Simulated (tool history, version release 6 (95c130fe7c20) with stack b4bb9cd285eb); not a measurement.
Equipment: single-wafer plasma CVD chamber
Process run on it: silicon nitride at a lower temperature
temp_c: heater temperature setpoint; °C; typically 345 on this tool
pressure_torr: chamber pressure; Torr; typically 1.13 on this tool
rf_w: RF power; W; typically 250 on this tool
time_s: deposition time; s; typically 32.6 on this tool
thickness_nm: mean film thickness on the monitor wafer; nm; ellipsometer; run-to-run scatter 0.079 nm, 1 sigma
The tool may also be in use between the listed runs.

run   hour  temp_c  pressure_torr  rf_w  time_s  read-back reference wafer on the same gauge, thickness_nm  thickness_nm
  1    0.0     339           1.13   285    32.6                                                     30.287        35.264
  2   17.0     339           1.13   285    32.6                                                     30.298        35.161
  3   23.9     339           1.13   285    32.6                                                     30.303        35.160
  4   34.5     345           1.13   250    32.6                                                     30.315        33.002
  5   46.3     345           1.13   250    32.6                                                     30.303        32.920
  6   54.4     350           1.13   250    32.6                                                     30.312        32.940
  7   71.4     345           1.13   250    32.6                                                     30.309        32.901
      81.7  -- capacitance manometer re-zeroed and calibrated
  8   86.1     345           1.39   285    28.2                                                     30.306        32.313
  9   99.7     345           0.91   250    32.6                                                     30.318        28.833
 10  132.0     345           1.30   250    29.4                                                     30.314        30.574
 11  146.9     345           1.13   250    38.4                                                     30.310        37.703
     162.3  -- RF generator calibrated
     185.5  -- capacitance manometer re-zeroed and calibrated, repeated, since the last time left the tool worse
 12  186.6     345           1.13   250    32.6                                                     30.304        33.608
 13  195.0     339           1.13   285    32.6                                                     30.305        36.130
 14  205.1     355           1.13   295    32.6                                                     30.299        36.404
 15  215.9     345           1.03   250    38.4                                                     30.308        37.852
 16  230.4     345           1.05   230    32.6                                                     30.300        31.165
     250.9  -- thermocouple changed; heater temperature recalibrated
 17  251.4     339           1.13   285    32.6                                                     30.298        36.089
 18  251.7     345           1.26   210    29.9                                                     30.309        29.582
 19  267.6     337           1.13   220    35.8                                                     30.297        34.645
 20  276.2     345           1.06   250    37.3                                                     30.306        37.329
 21  290.5     345           1.13   250    36.6                                                     30.281        37.742
 22  297.8     345           1.13   280    32.6                                                     30.288        35.516
 23  311.2     345           1.13   215    32.6                                                     30.295        31.175
 24  327.6     345           1.13   250    32.6                                                     30.297        33.495
 25  339.2     345           1.21   250    35.4                                                     30.308        37.361

Run 26 has not been measured yet. What should we expect?
 26  349.9     332           1.13   230    32.6                                                          ?             ?

{"run 26": {"read-back reference wafer on the same gauge, thickness_nm": 30.305, "thickness_nm": 32.108}}
Had the tool carried no hidden state, the very same run would have given thickness_nm 32.222 nm.

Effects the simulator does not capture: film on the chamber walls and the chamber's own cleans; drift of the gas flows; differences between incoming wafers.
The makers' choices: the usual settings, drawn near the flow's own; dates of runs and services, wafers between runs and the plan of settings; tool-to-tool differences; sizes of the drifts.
